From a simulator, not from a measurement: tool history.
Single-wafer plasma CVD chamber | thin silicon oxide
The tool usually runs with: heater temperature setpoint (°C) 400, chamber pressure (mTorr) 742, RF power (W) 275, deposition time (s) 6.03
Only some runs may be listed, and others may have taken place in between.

| run | hour | heater temperature setpoint (°C) | chamber pressure (mTorr) | RF power (W) | deposition time (s) | wafers since the last listed run | hours since the last thermocouple change | hours since the last RF generator calibration | hours since the last manometer calibration | hours since the showerhead was replaced | hours since the gauge calibration | read-back reference wafer on the same gauge, thickness_nm | mean film thickness on the monitor wafer (nm) |
|---|---|---|---|---|---|---|---|---|---|---|---|---|---|
| 1 | 0.0 | 400 | 742 | 275 | 6.03 | 0 | 1192.7 | 1370.6 | 2610.0 | 4123.1 | 539.0 | 7.507 | 8.735 |
| 2 | 23.1 | 400 | 742 | 275 | 6.03 | 588 | 1215.8 | 1393.7 | 2633.1 | 4146.2 | 562.1 | 7.505 | 8.713 |
| 3 | 49.0 | 400 | 742 | 275 | 6.03 | 660 | 1241.7 | 1419.6 | 2659.0 | 4172.1 | 588.0 | 7.518 | 8.716 |
| 4 | 111.3 | 390 | 742 | 275 | 6.03 | 1588 | 1304.0 | 1481.9 | 2721.3 | 4234.4 | 650.3 | 7.513 | 8.782 |
| 5 | 126.4 | 390 | 742 | 275 | 6.03 | 384 | 1319.1 | 1497.0 | 2736.4 | 4249.5 | 665.4 | 7.505 | 8.754 |
| 6 | 148.9 | 400 | 742 | 315 | 6.03 | 573 | 1341.6 | 1519.5 | 2758.9 | 4272.0 | 687.9 | 7.507 | 9.608 |
|  | 204.4 | RF generator calibrated |
| 7 | 227.6 | 400 | 742 | 315 | 6.03 | 1802 | 1420.3 | 23.2 | 2837.6 | 4350.7 | 766.6 | 7.507 | 9.265 |
|  | 255.3 | thermocouple changed; heater temperature recalibrated |
| 8 | 255.8 | 400 | 742 | 315 | 6.03 | 514 | 0.5 | 51.4 | 2865.8 | 4378.9 | 794.8 | 7.502 | 9.219 |
| 9 | 265.5 | 400 | 742 | 275 | 6.03 | 247 | 10.2 | 61.1 | 2875.5 | 4388.6 | 804.5 | 7.512 | 8.319 |
| 10 | 281.0 | 400 | 742 | 275 | 6.03 | 395 | 25.7 | 76.6 | 2891.0 | 4404.1 | 820.0 | 7.513 | 8.295 |
|  | 289.9 | RF generator calibrated, repeated, since the last time left the tool worse |
|  | 298.3 | gauge calibrated |
| 11 | 312.6 | 400 | 742 | 275 | 6.03 | 601 | 57.3 | 22.7 | 2922.6 | 4435.7 | 14.3 | 7.513 | 9.029 |
| 12 | 340.6 | 400 | 742 | 275 | 6.03 | 713 | 85.3 | 50.7 | 2950.6 | 4463.7 | 42.3 | 7.517 | 9.049 |
|  | 398.4 | capacitance manometer re-zeroed and calibrated |
| 13 | 446.4 | 400 | 606 | 275 | 6.03 | 2493 | 191.1 | 156.5 | 48.0 | 4569.5 | 148.1 | 7.516 | 7.212 |
| 14 | 464.8 | 408 | 648 | 235 | 6.66 | 469 | 209.5 | 174.9 | 66.4 | 4587.9 | 166.5 | 7.511 | 7.474 |
| 15 | 500.4 | 400 | 742 | 275 | 6.03 | 907 | 245.1 | 210.5 | 102.0 | 4623.5 | 202.1 | 7.508 | 8.928 |
|  | 524.1 | showerhead replaced |
| 16 | 532.7 | 410 | 882 | 310 | 6.03 | 619 | 277.4 | 242.8 | 134.3 | 8.6 | 234.4 | 7.505 | 11.265 |
| 17 | 551.3 | 400 | 742 | 275 | 6.03 | 474 | 296.0 | 261.4 | 152.9 | 27.2 | 253.0 | 7.511 | 8.903 |
| 18 | 565.2 | 400 | 742 | 275 | 6.03 | 354 | 309.9 | 275.3 | 166.8 | 41.1 | 266.9 | 7.509 | 8.892 |
| 19 | 577.4 | 400 | 742 | 275 | 6.03 | 311 | 322.1 | 287.5 | 179.0 | 53.3 | 279.1 | 7.512 | 8.881 |
| 20 | 596.5 | 413 | 560 | 275 | 6.03 | 486 | 341.2 | 306.6 | 198.1 | 72.4 | 298.2 | 7.515 | 6.554 |
| 21 | 612.8 | 400 | 654 | 330 | 6.36 | 415 | 357.5 | 322.9 | 214.4 | 88.7 | 314.5 | 7.513 | 9.265 |
| 22 | 628.2 | 412 | 590 | 275 | 6.03 | 392 | 372.9 | 338.3 | 229.8 | 104.1 | 329.9 | 7.511 | 6.901 |
| 23 | 652.1 | 400 | 913 | 275 | 6.03 | 609 | 396.8 | 362.2 | 253.7 | 128.0 | 353.8 | 7.508 | 10.689 |
| 24 | 680.6 | 389 | 605 | 275 | 6.91 | 726 | 425.3 | 390.7 | 282.2 | 156.5 | 382.3 | 7.506 | 8.242 |

Predict each of these 5 candidate next runs independently; none follows another, all start after run 24:
| A | 681.0 | 400 | 742 | 275 | 6.03 | 10 | 425.7 | 391.1 | 282.6 | 156.9 | 382.7 | ? | ? |
| B | 681.0 | 400 | 742 | 250 | 7.17 | 10 | 425.7 | 391.1 | 282.6 | 156.9 | 382.7 | ? | ? |
| C | 681.0 | 414 | 604 | 295 | 6.48 | 10 | 425.7 | 391.1 | 282.6 | 156.9 | 382.7 | ? | ? |
| D | 681.0 | 400 | 742 | 275 | 6.56 | 10 | 425.7 | 391.1 | 282.6 | 156.9 | 382.7 | ? | ? |
| E | 681.0 | 400 | 742 | 275 | 6.40 | 10 | 425.7 | 391.1 | 282.6 | 156.9 | 382.7 | ? | ? |

| run | read-back reference wafer on the same gauge, thickness_nm | mean film thickness on the monitor wafer (nm) |
|---|---|---|
| A | 7.512 | 8.847 |
| B | 7.512 | 9.732 |
| C | 7.512 | 7.986 |
| D | 7.512 | 9.622 |
| E | 7.512 | 9.388 |
Without the tool's hidden state the same runs would have given:
| run | mean film thickness on the monitor wafer (nm) |
|---|---|
| A | 9.091 |
| B | 10.017 |
| C | 8.192 |
| D | 9.888 |
| E | 9.647 |
